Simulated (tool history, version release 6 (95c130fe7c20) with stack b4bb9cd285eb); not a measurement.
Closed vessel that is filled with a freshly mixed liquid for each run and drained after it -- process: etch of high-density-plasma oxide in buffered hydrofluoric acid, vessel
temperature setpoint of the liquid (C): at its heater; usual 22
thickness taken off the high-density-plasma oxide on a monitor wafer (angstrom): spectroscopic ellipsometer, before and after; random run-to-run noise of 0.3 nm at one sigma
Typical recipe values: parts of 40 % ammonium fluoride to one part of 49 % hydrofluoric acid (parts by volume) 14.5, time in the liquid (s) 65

run	day	temperature setpoint of the liquid (C)	parts of 40 % ammonium fluoride to one part of 49 % hydrofluoric acid (parts by volume)	time in the liquid (s)	wafers since the last listed run	hours since the thermometer was replaced	hours since the hydrofluoric acid flow meter was replaced	hours since the gauge calibration	read-back film thickness of the high-density-plasma oxide reference wafer, read on the same gauge (nm)	thickness taken off the high-density-plasma oxide on a monitor wafer (angstrom)
1	0	22	14.5	65	0	285.5	203.7	231.5	90.04	572.5
2	1.979	22	14.5	65	3860	333	251.2	279	90.02	574.9
3	7.9	22	14.5	65	11549	475.1	393.3	421.1	89.85	574.6
4	11.458	22	14.5	65	6941	560.5	478.7	506.5	89.76	571.6
5	15.492	22	14.5	80	7867	657.3	575.5	603.3	89.54	702.8
6	17.796	22	14.5	80	4494	712.6	630.8	658.6	89.43	701
7	19.617	23.5	14.5	65	3551	756.3	674.5	702.3	89.39	616.9
# day 32.262: thermometer replaced
8	32.333	23.5	14.5	65	24724	1.7	979.7	1007.5	88.5	606.9
9	33.983	22	18.5	95	3218	41.3	1019.3	1047.1	88.4	646.5
10	36.129	22	12	65	4185	92.8	1070.8	1098.6	88.2	671.2
11	37.996	22	12	65	3641	137.6	1115.6	1143.4	88.07	674.1
12	41.917	22	12	65	7648	231.7	1209.7	1237.5	87.71	670.9
13	43.542	22	14.5	65	3169	270.7	1248.7	1276.5	87.64	555.8
14	46.45	24.5	14.5	65	5673	340.5	1318.5	1346.3	87.33	639.2
15	47.958	22	14.5	65	2942	376.7	1354.7	1382.5	87.14	548.9
16	51.6	18	10.5	65	7103	464.1	1442.1	1469.9	86.77	612.2
# day 52.546: gauge calibrated
17	54.208	22	14.5	35	5087	526.7	1504.7	39.9	90.47	311.7
# day 56.408: hydrofluoric acid flow meter replaced
18	57.862	27	19.5	75	7046	614.4	34.9	127.6	90.41	652.3
19	60.792	22	14.5	40	5713	684.7	105.2	197.9	90.39	352.2
20	64.308	26	14.5	85	6859	769.1	189.6	282.3	90.29	937.9
21	68.733	17.5	9	75	8631	875.3	295.8	388.5	90.2	786.9
22	73.229	24	14.5	50	8769	983.2	403.7	496.4	90.04	491.5
# day 75.683: thermometer replaced
23	76.121	20.5	14.5	35	5559	10.5	473.1	565.8	89.92	281.7
24	78.712	22	14.5	65	5055	72.7	535.3	628	89.8	576.1
25	80.862	22	18	65	4193	124.3	586.9	679.6	89.73	460.6
26	84.329	22	11	65	6762	207.5	670.1	762.8	89.55	740.8
27	87.683	26	14.5	85	6542	288	750.6	843.3	89.32	918.9
28	90.112	22	14.5	80	4738	346.3	808.9	901.6	89.17	701.1
29	92.908	22	14.5	100	5453	413.4	876	968.7	88.96	873
30	96.562	20	13	65	7127	501.1	963.7	1056.4	88.68	568.3

Below are 5 alternative next runs, each starting from the tool's condition after run 30. Predict each:
A	96.592	22	14.5	65	56	501.8	964.4	1057.1	?	?
B	96.592	25	14.5	65	56	501.8	964.4	1057.1	?	?
C	96.592	22	17	65	56	501.8	964.4	1057.1	?	?
D	96.592	26	14.5	65	56	501.8	964.4	1057.1	?	?
E	96.592	22	14.5	50	56	501.8	964.4	1057.1	?	?

run	read-back film thickness of the high-density-plasma oxide reference wafer, read on the same gauge (nm)	thickness taken off the high-density-plasma oxide on a monitor wafer (angstrom)
A	88.74	562.3
B	88.74	662.8
C	88.74	480.9
D	88.74	699.7
E	88.74	432.6
Take away the tool's hidden state, keep each run's random variation, and the runs would have read:
run	thickness taken off the high-density-plasma oxide on a monitor wafer (angstrom)
A	570.8
B	672.7
C	488.1
D	710.1
E	439.1
